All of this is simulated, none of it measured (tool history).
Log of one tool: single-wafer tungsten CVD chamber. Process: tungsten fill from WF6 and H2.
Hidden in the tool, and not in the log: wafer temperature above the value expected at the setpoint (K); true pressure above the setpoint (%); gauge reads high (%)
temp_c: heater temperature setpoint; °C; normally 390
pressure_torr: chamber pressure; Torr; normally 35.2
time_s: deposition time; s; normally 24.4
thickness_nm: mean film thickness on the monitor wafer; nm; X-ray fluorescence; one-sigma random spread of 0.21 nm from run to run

run	hour	temp_c	pressure_torr	time_s	wafers since the last listed run	hours since the last thermocouple change	hours since the last manometer calibration	hours since the showerhead was replaced	hours since the gauge calibration	read-back reference wafer on the same gauge, thickness_nm	thickness_nm
1	0	390	35.2	24.4	0	2718.3	1127.6	5963.3	369.6	71.283	59.926
2	35	390	35.2	24.4	900	2753.3	1162.6	5998.3	404.6	71.19	60.226
3	54.3	390	35.2	24.4	496	2772.6	1181.9	6017.6	423.9	71.133	59.699
4	80.7	390	35.2	24.4	679	2799	1208.3	6044	450.3	71.007	59.624
5	102.5	390	35.2	24.4	560	2820.8	1230.1	6065.8	472.1	70.858	59.644
6	115.8	390	35.2	24.4	342	2834.1	1243.4	6079.1	485.4	70.79	59.418
7	143.1	390	35.2	24.4	702	2861.4	1270.7	6106.4	512.7	70.897	59.099
8	181.8	390	35.2	24.4	995	2900.1	1309.4	6145.1	551.4	70.805	59.42
9	214.7	390	35.2	24.4	846	2933	1342.3	6178	584.3	70.538	59.348
# hour 229.3: thermocouple changed; heater temperature recalibrated
10	248.4	390	35.2	24.4	661	19.1	1376	6211.7	618	70.492	59.196
11	261.2	390	35.2	24.4	329	31.9	1388.8	6224.5	630.8	70.542	59.112
12	279.1	390	35.2	24.4	460	49.8	1406.7	6242.4	648.7	70.391	59.38
# hour 290.5: gauge calibrated
13	302.5	381	42.8	25.9	602	73.2	1430.1	6265.8	12	72.003	58.036
14	330.5	390	27.1	26	720	101.2	1458.1	6293.8	40	71.925	55.975
15	351.7	382	28.7	27.6	545	122.4	1479.3	6315	61.2	71.815	50.971
16	381	390	40.6	24.4	753	151.7	1508.6	6344.3	90.5	71.693	64.883
17	409	390	41.7	27.1	720	179.7	1536.6	6372.3	118.5	71.686	72.612
# hour 421.4: showerhead replaced
# hour 427.9: capacitance manometer re-zeroed and calibrated
18	428.4	397	41.6	26	127	199.1	0.5	7	137.9	71.64	81.449
19	454.3	390	35.2	24.4	666	225	26.4	32.9	163.8	71.584	60.428
20	486	390	35.2	24.4	815	256.7	58.1	64.6	195.5	71.451	59.781
21	529.4	400	37.5	22	1116	300.1	101.5	108	238.9	71.345	68.978
22	556.7	401	35.2	24.4	702	327.4	128.8	135.3	266.2	71.097	75.52
23	573.3	376	35.2	22.7	427	344	145.4	151.9	282.8	71.122	40.493

Consider 4 possible next runs. They are alternatives, not a sequence: every one starts from the tool as it was left by run 23. What does each give?
A	573.7	390	35.2	24.4	10	344.4	145.8	152.3	283.2	?	?
B	573.7	380	37.6	28.3	10	344.4	145.8	152.3	283.2	?	?
C	573.7	390	35.2	22.2	10	344.4	145.8	152.3	283.2	?	?
D	573.7	380	32.2	28.6	10	344.4	145.8	152.3	283.2	?	?

run	read-back reference wafer on the same gauge, thickness_nm	thickness_nm
A	71.282	59.992
B	71.282	57.432
C	71.282	54.56
D	71.282	53.48
Take away the tool's hidden state, keep each run's random variation, and the runs would have read:
run	thickness_nm
A	60.822
B	58.227
C	55.315
D	54.22
